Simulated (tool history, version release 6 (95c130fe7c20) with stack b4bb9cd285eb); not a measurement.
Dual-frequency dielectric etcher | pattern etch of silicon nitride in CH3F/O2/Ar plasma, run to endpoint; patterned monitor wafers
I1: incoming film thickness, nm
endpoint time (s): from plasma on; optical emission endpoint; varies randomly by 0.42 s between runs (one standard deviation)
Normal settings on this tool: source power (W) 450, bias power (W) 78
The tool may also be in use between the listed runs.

Run 1, day 0.000: usual settings; I1 59.5. Result: endpoint time (s) 79.2.
Run 2, day 3.542: usual settings; I1 59.4. Result: endpoint time (s) 77.8.
At day 5.992: wet clean of the chamber.
Run 3, day 7.783: usual settings; I1 59.5. Result: endpoint time (s) 80.8.
Run 4, day 9.779: usual settings but source power (W) 540; I1 58.8. Result: endpoint time (s) 74.0.
Run 5, day 13.283: usual settings but source power (W) 540; I1 59.2. Result: endpoint time (s) 75.3.
Run 6, day 17.275: usual settings but source power (W) 540; I1 59.6. Result: endpoint time (s) 75.7.
Run 7, day 20.233: usual settings but source power (W) 380, bias power (W) 65; I1 59.5. Result: endpoint time (s) 93.1.
At day 24.512: upper electrode replaced.
Run 8, day 24.533: usual settings; I1 59.3. Result: endpoint time (s) 79.4.
At day 27.121: source power generator calibrated.
At day 30.288: bias power generator calibrated.
At day 30.521: wet clean of the chamber.
Run 9, day 30.542: usual settings but source power (W) 360, bias power (W) 89; I1 59.6. Result: endpoint time (s) 76.7.
Run 10, day 31.854: usual settings but source power (W) 510; I1 59.9. Result: endpoint time (s) 74.3.
Run 11, day 35.583: usual settings but source power (W) 510; I1 59.4. Result: endpoint time (s) 73.5.
Run 12, day 37.858: usual settings but source power (W) 350; I1 59.6. Result: endpoint time (s) 82.7.
Run 13, day 39.754: usual settings but source power (W) 490, bias power (W) 89; I1 60.0. Result: endpoint time (s) 68.9.
Run 14, day 42.250: usual settings but source power (W) 410, bias power (W) 71; I1 59.7. Result: endpoint time (s) 82.1.
At day 44.083: wet clean of the chamber, repeated, since the last time left the tool worse.
Run 15, day 44.158: usual settings; I1 59.6. Result: endpoint time (s) 81.1.
Run 16, day 46.754: usual settings; I1 59.0. Result: endpoint time (s) 79.7.
Run 17, day 49.904: usual settings but bias power (W) 70; I1 59.8. Result: endpoint time (s) 86.0.
Run 18, day 52.171: usual settings but source power (W) 340, bias power (W) 70; I1 59.6. Result: endpoint time (s) 93.7.
Run 19, day 54.467: usual settings but source power (W) 390, bias power (W) 63; I1 60.0. Result: endpoint time (s) 95.9.
Run 20, day 57.150: usual settings; I1 59.2. Result: endpoint time (s) 78.6.
Run 21, day 59.358: usual settings but source power (W) 400, bias power (W) 93; I1 59.7. Result: endpoint time (s) 75.4.
Run 22, day 63.400: usual settings but source power (W) 510, bias power (W) 94; I1 59.8. Result: endpoint time (s) 68.5.

Predict each of these 3 candidate next runs independently; none follows another, all start after run 22:
Run A, day 63.417: usual settings; I1 59.9. Result: endpoint time (s) ?.
Run B, day 63.417: usual settings but source power (W) 480, bias power (W) 69; I1 59.9. Result: endpoint time (s) ?.
Run C, day 63.417: usual settings but source power (W) 520; I1 59.9. Result: endpoint time (s) ?.

run  endpoint time (s)
  A               79.8
  B               83.7
  C               76.1
Stripped of hidden state, with their random variation kept, the same runs would have yielded:
run  endpoint time (s)
  A               81.7
  B               85.7
  C               77.9
